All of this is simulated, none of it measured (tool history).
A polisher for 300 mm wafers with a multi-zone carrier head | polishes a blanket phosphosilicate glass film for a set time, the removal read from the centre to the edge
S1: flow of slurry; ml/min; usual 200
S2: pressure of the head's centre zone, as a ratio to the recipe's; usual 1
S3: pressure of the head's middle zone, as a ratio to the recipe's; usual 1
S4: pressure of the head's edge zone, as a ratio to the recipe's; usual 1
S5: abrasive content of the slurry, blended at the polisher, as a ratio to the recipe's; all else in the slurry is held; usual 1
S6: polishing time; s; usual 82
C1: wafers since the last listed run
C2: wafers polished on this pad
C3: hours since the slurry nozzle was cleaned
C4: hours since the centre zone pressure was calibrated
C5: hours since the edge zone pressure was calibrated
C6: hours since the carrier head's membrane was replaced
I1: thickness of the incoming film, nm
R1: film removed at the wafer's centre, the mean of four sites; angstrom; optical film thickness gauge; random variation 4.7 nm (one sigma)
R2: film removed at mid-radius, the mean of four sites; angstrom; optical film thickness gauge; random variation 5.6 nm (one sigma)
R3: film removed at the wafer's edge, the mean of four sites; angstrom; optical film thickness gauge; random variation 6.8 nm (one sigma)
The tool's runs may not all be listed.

| run | hour | S1 | S2 | S3 | S4 | S5 | S6 | C1 | C2 | C3 | C4 | C5 | C6 | I1 | R1 | R2 | R3 |
|---|---|---|---|---|---|---|---|---|---|---|---|---|---|---|---|---|---|
| 1 | 0 | 200 | 1 | 1 | 1 | 1 | 82 | 0 | 1081 | 611.8 | 756.7 | 312.1 | 595.4 | 2104.7 | 5453 | 5668 | 5603 |
| 2 | 33.3 | 200 | 1 | 1 | 1 | 1 | 82 | 402 | 1484 | 645.1 | 790 | 345.4 | 628.7 | 2119.3 | 5395 | 5545 | 5600 |
| 3 | 60 | 200 | 1 | 1 | 1 | 1 | 82 | 323 | 1807 | 671.8 | 816.7 | 372.1 | 655.4 | 2146.6 | 5304 | 5454 | 5435 |
|  | 84.1 | worn pad replaced by a new one |
| 4 | 84.6 | 200 | 1 | 1 | 1 | 1 | 82 | 249 | 6 | 696.4 | 841.3 | 396.7 | 680 | 2134.3 | 5884 | 6130 | 6160 |
| 5 | 95.8 | 200 | 1 | 1 | 1 | 1 | 82 | 135 | 142 | 707.6 | 852.5 | 407.9 | 691.2 | 2098.4 | 5750 | 5941 | 5854 |
| 6 | 144.6 | 200 | 1 | 1 | 1 | 1 | 82 | 590 | 732 | 756.4 | 901.3 | 456.7 | 740 | 2144.1 | 5493 | 5616 | 5762 |
| 7 | 169.9 | 225 | 1 | 1 | 1 | 1 | 82 | 306 | 1038 | 781.7 | 926.6 | 482 | 765.3 | 2128.8 | 5567 | 5686 | 5734 |
| 8 | 194.9 | 200 | 1 | 1 | 0.93 | 0.8 | 82 | 302 | 1341 | 806.7 | 951.6 | 507 | 790.3 | 2115.6 | 4988 | 5165 | 4941 |
|  | 205.8 | carrier head's membrane replaced by a new one |
|  | 213.4 | edge zone pressure recalibrated |
|  | 229.8 | worn pad replaced by a new one |
| 9 | 230.3 | 200 | 0.95 | 1 | 1 | 1 | 60 | 295 | 6 | 842.1 | 987 | 16.9 | 24.5 | 2093.8 | 4074 | 4409 | 4420 |
|  | 233.6 | slurry nozzle cleaned |
|  | 234.3 | centre zone pressure recalibrated |
| 10 | 254.7 | 200 | 1 | 1 | 1 | 1 | 82 | 274 | 280 | 21.1 | 20.4 | 41.3 | 48.9 | 2129 | 5591 | 5783 | 5827 |
| 11 | 272.5 | 200 | 1 | 1.07 | 1 | 1 | 68 | 215 | 495 | 38.9 | 38.2 | 59.1 | 66.7 | 2149.4 | 4670 | 5102 | 4700 |
| 12 | 301.3 | 200 | 1 | 1 | 1 | 1 | 64 | 348 | 844 | 67.7 | 67 | 87.9 | 95.5 | 2105.7 | 4263 | 4398 | 4363 |
| 13 | 334.8 | 200 | 1 | 1 | 1 | 1 | 82 | 405 | 1249 | 101.2 | 100.5 | 121.4 | 129 | 2133.4 | 5366 | 5684 | 5560 |
| 14 | 362 | 200 | 0.94 | 1 | 1 | 1 | 99 | 329 | 1578 | 128.4 | 127.7 | 148.6 | 156.2 | 2122 | 6106 | 6603 | 6585 |
| 15 | 391.7 | 140 | 1 | 1 | 1.07 | 1 | 107 | 359 | 1938 | 158.1 | 157.4 | 178.3 | 185.9 | 2113.1 | 6534 | 6768 | 7032 |
|  | 408 | worn pad replaced by a new one |
| 16 | 425 | 200 | 1 | 1 | 1 | 1 | 82 | 354 | 206 | 191.4 | 190.7 | 211.6 | 219.2 | 2138.2 | 5614 | 5858 | 5851 |
| 17 | 458.8 | 200 | 1 | 0.94 | 1 | 0.9 | 104 | 408 | 615 | 225.2 | 224.5 | 245.4 | 253 | 2170 | 6668 | 6638 | 6974 |
| 18 | 474.8 | 200 | 0.88 | 1 | 1 | 1 | 82 | 193 | 808 | 241.2 | 240.5 | 261.4 | 269 | 2093.2 | 4720 | 5608 | 5632 |
| 19 | 500.6 | 200 | 1.1 | 1 | 1 | 1 | 82 | 312 | 1120 | 267 | 266.3 | 287.2 | 294.8 | 2144.1 | 5857 | 5511 | 5476 |
| 20 | 524.7 | 200 | 1 | 0.94 | 1 | 0.8 | 82 | 291 | 1412 | 291.1 | 290.4 | 311.3 | 318.9 | 2133.3 | 4864 | 4913 | 5042 |
| 21 | 549 | 200 | 1.09 | 1 | 1 | 1 | 82 | 293 | 1706 | 315.4 | 314.7 | 335.6 | 343.2 | 2138.1 | 5745 | 5447 | 5496 |
| 22 | 581.7 | 200 | 1 | 0.93 | 1 | 1.1 | 82 | 395 | 2101 | 348.1 | 347.4 | 368.3 | 375.9 | 2122.7 | 5465 | 5296 | 5563 |

Forecast each of these 3 alternatives for the next run:
| A | 582.1 | 200 | 1 | 1 | 1 | 1 | 82 | 4 | 2106 | 348.5 | 347.8 | 368.7 | 376.3 | 2133.5 | ? | ? | ? |
| B | 582.1 | 260 | 0.96 | 1 | 1 | 1 | 82 | 4 | 2106 | 348.5 | 347.8 | 368.7 | 376.3 | 2133.5 | ? | ? | ? |
| C | 582.1 | 235 | 1.04 | 1 | 1 | 1.25 | 82 | 4 | 2106 | 348.5 | 347.8 | 368.7 | 376.3 | 2133.5 | ? | ? | ? |

| run | R1 | R2 | R3 |
|---|---|---|---|
| A | 5275 | 5414 | 5399 |
| B | 5247 | 5591 | 5530 |
| C | 5994 | 5899 | 5853 |
Without the tool's hidden state the same runs would have given:
| run | R1 | R2 | R3 |
|---|---|---|---|
| A | 5907 | 6063 | 6046 |
| B | 5876 | 6261 | 6192 |
| C | 6712 | 6606 | 6554 |
